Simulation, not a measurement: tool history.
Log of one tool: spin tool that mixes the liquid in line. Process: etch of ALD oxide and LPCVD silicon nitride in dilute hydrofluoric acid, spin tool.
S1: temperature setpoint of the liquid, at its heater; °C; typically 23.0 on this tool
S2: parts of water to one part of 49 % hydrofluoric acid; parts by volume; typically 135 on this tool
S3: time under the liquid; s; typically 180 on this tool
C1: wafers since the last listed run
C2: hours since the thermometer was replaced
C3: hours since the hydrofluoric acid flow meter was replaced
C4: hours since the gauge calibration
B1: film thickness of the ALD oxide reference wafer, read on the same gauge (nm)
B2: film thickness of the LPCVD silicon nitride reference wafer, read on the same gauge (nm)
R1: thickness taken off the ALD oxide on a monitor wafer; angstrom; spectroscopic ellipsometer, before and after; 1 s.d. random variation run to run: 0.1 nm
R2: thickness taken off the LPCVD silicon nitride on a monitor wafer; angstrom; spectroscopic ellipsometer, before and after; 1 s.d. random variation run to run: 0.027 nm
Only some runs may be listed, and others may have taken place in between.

run    hour    S1   S2   S3   C1      C2      C3      C4      B1       B2     R1    R2
  1     0.0  23.0  135  180    0  1328.4  1475.8  1072.5  135.42  125.027  228.4  5.77
       46.0  -- gauge calibrated
  2    52.4  23.0  135  180  238  1380.8  1528.2     6.4  130.91  120.888  218.7  5.32
  3    96.1  23.0  135  180  199  1424.5  1571.9    50.1  130.93  120.887  217.6  5.51
  4   178.4  23.0  135  180  375  1506.8  1654.2   132.4  131.02  120.962  219.3  4.79
  5   240.0  23.0  135  180  280  1568.4  1715.8   194.0  131.11  121.059  218.3  5.48
  6   325.8  23.0  135  180  391  1654.2  1801.6   279.8  131.27  121.202  219.5  5.10
  7   388.7  24.0  135  180  286  1717.1  1864.5   342.7  131.48  121.356  226.4  5.39
  8   447.7  24.0  135  180  269  1776.1  1923.5   401.7  131.71  121.559  227.3  5.45
  9   488.2  24.0  135  180  184  1816.6  1964.0   442.2  131.83  121.729  229.1  5.63
      491.4  -- thermometer replaced
 10   549.6  23.0  135  180  275    58.2  2025.4   503.6  132.13  121.974  220.6  5.22
      567.4  -- hydrofluoric acid flow meter replaced
 11   766.9  20.5   75   95  986   275.5   199.5   720.9  133.37  123.069  203.5  4.19
 12   842.1  23.0   70  180  342   350.7   274.7   796.1  133.89  123.570  469.5  8.97
 13   941.9  24.0  135  180  455   450.5   374.5   895.9  134.69  124.270  231.4  5.17
 14  1049.1  23.0  135  180  488   557.7   481.7  1003.1  135.62  125.180  225.4  5.38
 15  1104.5  25.0  165  130  252   613.1   537.1  1058.5  136.18  125.672  140.4  3.41
     1120.8  -- gauge calibrated
 16  1185.1  21.0  160  130  367   693.7   617.7    64.3  129.91  119.904  118.6  2.78
 17  1237.2  21.0  135  180  237   745.8   669.8   116.4  129.94  119.908  200.0  4.62
 18  1303.8  23.0  135  180  303   812.4   736.4   183.0  130.04  119.998  218.2  4.88
 19  1402.5  18.0  115  135  450   911.1   835.1   281.7  130.24  120.237  159.5  2.99

Here are 5 independent what-if runs from the current tool condition. What would each one return?
  A  1403.0  23.0  135  130   2  911.6  835.6  282.2   ?   ?   ?   ?
  B  1403.0  23.0  165  180   2  911.6  835.6  282.2   ?   ?   ?   ?
  C  1403.0  23.0  135  245   2  911.6  835.6  282.2   ?   ?   ?   ?
  D  1403.0  26.5  135  235   2  911.6  835.6  282.2   ?   ?   ?   ?
  E  1403.0  27.0  185  180   2  911.6  835.6  282.2   ?   ?   ?   ?

run      B1       B2     R1    R2
  A  130.25  120.240  156.1  3.86
  B  130.25  120.240  171.0  4.39
  C  130.25  120.240  294.2  7.28
  D  130.25  120.240  322.8  8.75
  E  130.25  120.240  173.0  5.04
The same runs, with their run-to-run variation unchanged, on a tool lacking any hidden condition would have given:
run     R1    R2
  A  155.8  3.85
  B  170.7  4.38
  C  293.7  7.26
  D  322.2  8.73
  E  172.7  5.03
